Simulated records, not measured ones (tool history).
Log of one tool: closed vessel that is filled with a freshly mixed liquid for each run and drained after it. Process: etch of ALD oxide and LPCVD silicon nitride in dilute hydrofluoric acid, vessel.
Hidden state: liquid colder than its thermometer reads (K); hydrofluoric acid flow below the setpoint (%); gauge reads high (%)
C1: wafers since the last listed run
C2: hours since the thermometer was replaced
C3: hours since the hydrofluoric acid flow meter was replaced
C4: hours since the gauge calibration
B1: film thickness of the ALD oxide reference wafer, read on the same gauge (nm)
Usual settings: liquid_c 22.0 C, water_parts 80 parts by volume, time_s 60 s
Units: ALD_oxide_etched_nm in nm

run 1 day=0.000 | liquid_c=22.0 water_parts=80 time_s=60 | C1=0 C2=802.7 C3=1051.4 C4=456.7 | B1=29.38 | ALD_oxide_etched_nm=15.94
run 2 day=0.858 | liquid_c=22.0 water_parts=80 time_s=60 | C1=1404 C2=823.3 C3=1072.0 C4=477.3 | B1=29.33 | ALD_oxide_etched_nm=15.95
run 3 day=1.917 | liquid_c=22.0 water_parts=100 time_s=60 | C1=1731 C2=848.7 C3=1097.4 C4=502.7 | B1=29.31 | ALD_oxide_etched_nm=12.49
run 4 day=2.712 | liquid_c=22.0 water_parts=100 time_s=60 | C1=1302 C2=867.8 C3=1116.5 C4=521.8 | B1=29.32 | ALD_oxide_etched_nm=12.51
run 5 day=3.212 | liquid_c=22.0 water_parts=100 time_s=60 | C1=818 C2=879.8 C3=1128.5 C4=533.8 | B1=29.30 | ALD_oxide_etched_nm=12.37
run 6 day=4.600 | liquid_c=22.0 water_parts=80 time_s=60 | C1=2270 C2=913.1 C3=1161.8 C4=567.1 | B1=29.25 | ALD_oxide_etched_nm=15.88
run 7 day=5.808 | liquid_c=22.0 water_parts=80 time_s=60 | C1=1977 C2=942.1 C3=1190.8 C4=596.1 | B1=29.21 | ALD_oxide_etched_nm=15.92
run 8 day=6.962 | liquid_c=22.0 water_parts=80 time_s=60 | C1=1888 C2=969.8 C3=1218.5 C4=623.8 | B1=29.20 | ALD_oxide_etched_nm=15.83
run 9 day=7.967 | liquid_c=20.5 water_parts=80 time_s=60 | C1=1643 C2=993.9 C3=1242.6 C4=647.9 | B1=29.15 | ALD_oxide_etched_nm=14.92
-- day=10.883 gauge calibrated
run 10 day=12.404 | liquid_c=22.0 water_parts=80 time_s=60 | C1=7261 C2=1100.4 C3=1349.1 C4=36.5 | B1=30.03 | ALD_oxide_etched_nm=16.28
-- day=12.879 hydrofluoric acid flow meter replaced
run 11 day=13.183 | liquid_c=22.0 water_parts=80 time_s=60 | C1=1206 C2=1119.1 C3=7.3 C4=55.2 | B1=30.02 | ALD_oxide_etched_nm=16.20
run 12 day=15.388 | liquid_c=22.0 water_parts=80 time_s=85 | C1=3606 C2=1172.0 C3=60.2 C4=108.1 | B1=29.96 | ALD_oxide_etched_nm=23.16
run 13 day=16.117 | liquid_c=22.0 water_parts=80 time_s=60 | C1=1193 C2=1189.5 C3=77.7 C4=125.6 | B1=29.95 | ALD_oxide_etched_nm=16.29
run 14 day=17.604 | liquid_c=22.0 water_parts=80 time_s=60 | C1=2434 C2=1225.2 C3=113.4 C4=161.3 | B1=29.90 | ALD_oxide_etched_nm=16.28
run 15 day=19.067 | liquid_c=24.0 water_parts=80 time_s=60 | C1=2393 C2=1260.3 C3=148.5 C4=196.4 | B1=29.82 | ALD_oxide_etched_nm=17.56
run 16 day=20.262 | liquid_c=22.0 water_parts=80 time_s=35 | C1=1956 C2=1289.0 C3=177.2 C4=225.1 | B1=29.82 | ALD_oxide_etched_nm=9.44
-- day=20.712 thermometer replaced
run 17 day=21.196 | liquid_c=17.5 water_parts=45 time_s=60 | C1=1459 C2=11.6 C3=199.6 C4=247.5 | B1=29.78 | ALD_oxide_etched_nm=24.89
run 18 day=22.608 | liquid_c=18.0 water_parts=80 time_s=85 | C1=2311 C2=45.5 C3=233.5 C4=281.4 | B1=29.76 | ALD_oxide_etched_nm=19.27
run 19 day=23.142 | liquid_c=18.5 water_parts=110 time_s=60 | C1=872 C2=58.3 C3=246.3 C4=294.2 | B1=29.74 | ALD_oxide_etched_nm=9.80
run 20 day=24.967 | liquid_c=22.0 water_parts=40 time_s=60 | C1=2986 C2=102.1 C3=290.1 C4=338.0 | B1=29.67 | ALD_oxide_etched_nm=33.83
run 21 day=26.304 | liquid_c=18.0 water_parts=115 time_s=70 | C1=2188 C2=134.2 C3=322.2 C4=370.1 | B1=29.67 | ALD_oxide_etched_nm=10.67
run 22 day=27.350 | liquid_c=19.0 water_parts=45 time_s=60 | C1=1711 C2=159.3 C3=347.3 C4=395.2 | B1=29.63 | ALD_oxide_etched_nm=26.56
run 23 day=28.779 | liquid_c=22.0 water_parts=80 time_s=60 | C1=2338 C2=193.6 C3=381.6 C4=429.5 | B1=29.58 | ALD_oxide_etched_nm=16.17
run 24 day=29.704 | liquid_c=22.0 water_parts=80 time_s=30 | C1=1513 C2=215.8 C3=403.8 C4=451.7 | B1=29.55 | ALD_oxide_etched_nm=8.07
run 25 day=30.725 | liquid_c=22.0 water_parts=80 time_s=60 | C1=1670 C2=240.3 C3=428.3 C4=476.2 | B1=29.52 | ALD_oxide_etched_nm=15.96

5 ways to go on from here, each from the tool as it stands after run 25. What would each give?
run A day=30.754 | liquid_c=22.0 water_parts=80 time_s=60 | C1=47 C2=241.0 C3=429.0 C4=476.9 | B1=? | ALD_oxide_etched_nm=?
run B day=30.754 | liquid_c=26.0 water_parts=45 time_s=90 | C1=47 C2=241.0 C3=429.0 C4=476.9 | B1=? | ALD_oxide_etched_nm=?
run C day=30.754 | liquid_c=18.5 water_parts=80 time_s=50 | C1=47 C2=241.0 C3=429.0 C4=476.9 | B1=? | ALD_oxide_etched_nm=?
run D day=30.754 | liquid_c=25.0 water_parts=110 time_s=60 | C1=47 C2=241.0 C3=429.0 C4=476.9 | B1=? | ALD_oxide_etched_nm=?
run E day=30.754 | liquid_c=26.5 water_parts=90 time_s=50 | C1=47 C2=241.0 C3=429.0 C4=476.9 | B1=? | ALD_oxide_etched_nm=?

run=A B1=29.52 ALD_oxide_etched_nm=16.04
run=B B1=29.52 ALD_oxide_etched_nm=52.70
run=C B1=29.52 ALD_oxide_etched_nm=11.56
run=D B1=29.52 ALD_oxide_etched_nm=12.68
run=E B1=29.52 ALD_oxide_etched_nm=14.04
Without the tool's hidden state the same runs would have given:
run=A ALD_oxide_etched_nm=16.30
run=B ALD_oxide_etched_nm=53.56
run=C ALD_oxide_etched_nm=11.75
run=D ALD_oxide_etched_nm=12.88
run=E ALD_oxide_etched_nm=14.27
